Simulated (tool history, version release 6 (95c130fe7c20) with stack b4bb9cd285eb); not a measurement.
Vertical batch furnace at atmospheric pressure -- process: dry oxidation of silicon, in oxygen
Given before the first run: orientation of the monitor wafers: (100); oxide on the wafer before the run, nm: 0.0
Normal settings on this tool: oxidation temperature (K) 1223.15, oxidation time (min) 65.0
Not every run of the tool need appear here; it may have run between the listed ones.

run	hour	oxidation temperature (K)	oxidation time (min)	wafers since the last listed run	hours since the last temperature calibration	hours since the boat lift was adjusted	hours since the gauge calibration	read-back reference wafer on the same gauge, thickness	oxide thickness on the monitor wafer (Å)
1	0.0	1204.15	65.0	0	3082.5	1303.2	485.6	31.24	250.6
2	59.7	1204.15	65.0	750	3142.2	1362.9	545.3	31.22	249.9
3	100.3	1223.15	65.0	510	3182.8	1403.5	585.9	31.15	305.1
4	167.0	1223.15	65.0	837	3249.5	1470.2	652.6	31.07	301.4
5	219.6	1223.15	65.0	660	3302.1	1522.8	705.2	31.06	302.8
6	322.7	1232.15	65.0	1295	3405.2	1625.9	808.3	31.02	330.5
7	386.5	1209.15	65.0	801	3469.0	1689.7	872.1	30.99	259.9
8	468.1	1209.15	65.0	1025	3550.6	1771.3	953.7	30.93	259.9
9	511.7	1209.15	65.0	547	3594.2	1814.9	997.3	30.88	256.6
10	605.8	1211.15	65.0	1182	3688.3	1909.0	1091.4	30.90	265.9
# hour 641.9: gauge calibrated
# hour 657.1: boat lift adjusted
11	658.9	1211.15	65.0	365	3741.4	1.8	17.0	32.22	277.0
12	697.4	1223.15	84.5	483	3779.9	40.3	55.5	32.12	371.8
# hour 802.9: thermocouples replaced and temperature profile calibrated
13	803.4	1223.15	84.5	1030	0.5	146.3	161.5	31.79	372.3
14	874.5	1205.15	54.0	893	71.6	217.4	232.6	31.54	225.3
15	945.2	1223.15	65.0	888	142.3	288.1	303.3	31.41	308.1
16	1018.5	1223.15	49.5	920	215.6	361.4	376.6	31.32	256.2

What will run 17 give?
17	1109.4	1215.15	80.0	1142	306.5	452.3	467.5	?	?

read-back reference wafer on the same gauge, thickness: 31.17
oxide thickness on the monitor wafer (Å): 319.8
Were there no unlogged condition in the tool, this run, its random variation unchanged, would have produced oxide thickness on the monitor wafer (Å) 332.3.
